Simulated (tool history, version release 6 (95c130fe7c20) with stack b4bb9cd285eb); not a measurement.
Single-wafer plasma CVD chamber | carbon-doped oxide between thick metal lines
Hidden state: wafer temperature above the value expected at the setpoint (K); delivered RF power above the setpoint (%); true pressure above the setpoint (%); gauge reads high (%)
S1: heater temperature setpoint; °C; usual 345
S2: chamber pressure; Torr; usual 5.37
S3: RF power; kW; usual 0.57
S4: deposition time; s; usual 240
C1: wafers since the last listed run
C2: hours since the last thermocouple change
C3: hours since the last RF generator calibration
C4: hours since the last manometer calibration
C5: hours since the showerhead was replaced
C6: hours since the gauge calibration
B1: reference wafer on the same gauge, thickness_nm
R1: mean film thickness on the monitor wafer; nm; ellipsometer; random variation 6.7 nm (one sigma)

run,hour,S1,S2,S3,S4,C1,C2,C3,C4,C5,C6,B1,R1
1,0,345,5.37,0.57,240,0,33.3,1584.9,1823.4,4796.7,38.4,1282.85,1274.763
2,7.9,345,5.37,0.57,240,54,41.2,1592.8,1831.3,4804.6,46.3,1276.895,1280.286
# hour 21.9: showerhead replaced
3,22.4,345,6.26,0.57,240,44,55.7,1607.3,1845.8,0.5,60.8,1278.987,1309.633
4,30.7,345,5.73,0.57,240,57,64,1615.6,1854.1,8.8,69.1,1279.833,1297.22
5,44,345,5.73,0.57,240,91,77.3,1628.9,1867.4,22.1,82.4,1282.914,1292.199
6,55,345,5.73,0.57,240,75,88.3,1639.9,1878.4,33.1,93.4,1283.277,1293.063
# hour 72.1: RF generator calibrated
7,98.3,345,4.5,0.645,197,243,131.6,26.2,1921.7,76.4,136.7,1280.338,1055.321
# hour 117.5: capacitance manometer re-zeroed and calibrated
8,118,345,4.36,0.57,280,80,151.3,45.9,0.5,96.1,156.4,1278.997,1421.67
9,123.1,345,6.05,0.53,240,35,156.4,51,5.6,101.2,161.5,1278.021,1273.134
10,135.5,345,5.37,0.52,240,85,168.8,63.4,18,113.6,173.9,1276.848,1219.65
11,145.5,345,4.52,0.57,240,69,178.8,73.4,28,123.6,183.9,1279.521,1228.967
12,160.6,341,4.38,0.57,240,104,193.9,88.5,43.1,138.7,199,1279.671,1218.32
13,169.9,350,6.14,0.63,222,64,203.2,97.8,52.4,148,208.3,1281.282,1253.356
14,185.3,331,5.37,0.625,219,106,218.6,113.2,67.8,163.4,223.7,1277.849,1261.05
15,194.4,345,5.37,0.57,258,62,227.7,122.3,76.9,172.5,232.8,1282.544,1365.582
16,204.5,345,5.37,0.52,211,69,237.8,132.4,87,182.6,242.9,1278.689,1081.16
17,219.7,345,5.37,0.57,240,104,253,147.6,102.2,197.8,258.1,1279.405,1270.236
18,233.5,345,5.37,0.57,240,95,266.8,161.4,116,211.6,271.9,1277.225,1280.674
19,243.7,331,4.24,0.65,206,70,277,171.6,126.2,221.8,282.1,1278.727,1145.588
20,259.7,345,5.37,0.57,220,110,293,187.6,142.2,237.8,298.1,1283.196,1157.941
21,272.4,345,5.37,0.57,240,87,305.7,200.3,154.9,250.5,310.8,1278.873,1277.393
22,284.6,354,4.72,0.525,194,84,317.9,212.5,167.1,262.7,323,1279.173,947.039
23,293.2,345,5.37,0.57,240,59,326.5,221.1,175.7,271.3,331.6,1280.989,1280.692
# hour 300.9: gauge calibrated
24,307.4,345,4.14,0.53,279,98,340.7,235.3,189.9,285.5,6.5,1280.156,1360.204
25,316.6,345,5.37,0.57,240,63,349.9,244.5,199.1,294.7,15.7,1280.225,1283.996
26,328.4,357,5.37,0.475,240,81,361.7,256.3,210.9,306.5,27.5,1279.281,1165.971
27,335.1,354,4.38,0.53,240,46,368.4,263,217.6,313.2,34.2,1278.205,1160.059
28,343.2,353,6.45,0.57,240,55,376.5,271.1,225.7,321.3,42.3,1278.336,1290.23

Hidden state at the last listed run before each entry between runs and at the first one after, where it differs:
Between runs 2 and 3: showerhead replaced (hour 21.9)
  no hidden state differs between the two runs
Between runs 6 and 7: RF generator calibrated (hour 72.1)
  no hidden state differs between the two runs
Between runs 7 and 8: capacitance manometer re-zeroed and calibrated (hour 117.5)
  no hidden state differs between the two runs
Between runs 23 and 24: gauge calibrated (hour 300.9)
  no hidden state differs between the two runs

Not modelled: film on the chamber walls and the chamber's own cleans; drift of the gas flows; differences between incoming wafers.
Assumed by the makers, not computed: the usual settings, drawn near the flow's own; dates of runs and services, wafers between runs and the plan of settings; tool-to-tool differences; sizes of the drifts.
